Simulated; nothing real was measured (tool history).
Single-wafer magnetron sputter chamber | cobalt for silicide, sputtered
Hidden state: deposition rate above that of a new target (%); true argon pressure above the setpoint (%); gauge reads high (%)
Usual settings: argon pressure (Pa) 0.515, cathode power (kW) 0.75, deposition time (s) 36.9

run	hour	argon pressure (Pa)	cathode power (kW)	deposition time (s)	wafers since the last listed run	wafers on the sputter target	hours since the last manometer calibration	hours since the magnet pack was replaced	hours since the gauge calibration	read-back reference wafer on the same gauge, thickness_nm	mean film thickness on the monitor wafer (nm)
1	0	0.515	0.75	36.9	0	3014	2381.2	8657.4	42.7	12.704	11.756
2	34.6	0.515	0.75	36.9	705	3720	2415.8	8692	77.3	12.696	11.747
3	48.4	0.515	0.75	36.9	281	4001	2429.6	8705.8	91.1	12.695	11.737
# hour 66.8: sputter target and shields replaced
4	78.2	0.515	0.75	36.9	444	232	2459.4	8735.6	120.9	12.701	11.911
5	136.5	0.515	0.75	36.9	1188	1421	2517.7	8793.9	179.2	12.701	11.877
6	158.6	0.515	0.75	36.9	450	1871	2539.8	8816	201.3	12.702	11.841
# hour 184.2: magnet pack replaced
# hour 185.1: capacitance manometer re-zeroed and calibrated
7	185.6	0.515	0.65	36.9	368	2240	0.5	1.4	228.3	12.703	10.888
8	208.7	0.331	0.65	36.9	471	2711	23.6	24.5	251.4	12.702	11.55

The next listed run, before its measurement:
9	232.8	0.646	0.75	40.3	491	3203	47.7	48.6	275.5	?	?

{"run 9": {"read-back reference wafer on the same gauge, thickness_nm": 12.696, "mean film thickness on the monitor wafer (nm)": 12.318}}
Without the tool's hidden state the same run would have given mean film thickness on the monitor wafer (nm) 12.558.
